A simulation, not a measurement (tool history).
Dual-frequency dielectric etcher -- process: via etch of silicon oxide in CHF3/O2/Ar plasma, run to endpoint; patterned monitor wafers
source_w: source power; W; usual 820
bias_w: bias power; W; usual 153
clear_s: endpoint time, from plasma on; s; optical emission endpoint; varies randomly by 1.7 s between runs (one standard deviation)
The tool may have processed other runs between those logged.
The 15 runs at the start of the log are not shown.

| run | day | source_w | bias_w | incoming incoming film thickness, nm | clear_s |
|---|---|---|---|---|---|
| 16 | 17.546 | 710 | 153 | 594.2 | 347.7 |
|  | 17.921 | bias power generator calibrated |
|  | 19.242 | upper electrode replaced |
| 17 | 19.262 | 660 | 178 | 592.5 | 339.4 |
| 18 | 19.279 | 960 | 153 | 592.3 | 298.0 |
| 19 | 19.992 | 940 | 163 | 598.3 | 297.0 |
| 20 | 21.050 | 820 | 153 | 587.1 | 321.6 |
| 21 | 22.375 | 1000 | 141 | 593.6 | 304.6 |
| 22 | 23.088 | 820 | 153 | 589.1 | 322.0 |
| 23 | 24.150 | 820 | 153 | 587.3 | 319.2 |
| 24 | 25.521 | 650 | 142 | 588.2 | 372.1 |
| 25 | 26.554 | 900 | 182 | 587.7 | 288.0 |
|  | 27.646 | wet clean of the chamber |
| 26 | 27.975 | 820 | 125 | 594.0 | 351.0 |
| 27 | 31.300 | 660 | 175 | 589.4 | 341.9 |
| 28 | 32.679 | 920 | 153 | 585.7 | 300.4 |
| 29 | 33.533 | 920 | 165 | 590.8 | 292.5 |
| 30 | 34.388 | 950 | 177 | 595.6 | 286.6 |
| 31 | 35.592 | 690 | 173 | 589.3 | 333.5 |
| 32 | 36.217 | 650 | 123 | 591.2 | 395.4 |
| 33 | 37.567 | 670 | 175 | 590.4 | 339.4 |
| 34 | 38.538 | 920 | 183 | 595.6 | 286.7 |

Forecast each of these 5 alternatives for the next run:
| A | 38.558 | 820 | 153 | 590.0 | ? |
| B | 38.558 | 990 | 164 | 590.0 | ? |
| C | 38.558 | 750 | 168 | 590.0 | ? |
| D | 38.558 | 760 | 153 | 590.0 | ? |
| E | 38.558 | 1020 | 153 | 590.0 | ? |

| run | clear_s |
|---|---|
| A | 320.5 |
| B | 285.4 |
| C | 322.9 |
| D | 332.6 |
| E | 288.9 |
Stripped of hidden state, with their random variation kept, the same runs would have yielded:
| run | clear_s |
|---|---|
| A | 320.5 |
| B | 285.4 |
| C | 322.9 |
| D | 332.6 |
| E | 288.9 |

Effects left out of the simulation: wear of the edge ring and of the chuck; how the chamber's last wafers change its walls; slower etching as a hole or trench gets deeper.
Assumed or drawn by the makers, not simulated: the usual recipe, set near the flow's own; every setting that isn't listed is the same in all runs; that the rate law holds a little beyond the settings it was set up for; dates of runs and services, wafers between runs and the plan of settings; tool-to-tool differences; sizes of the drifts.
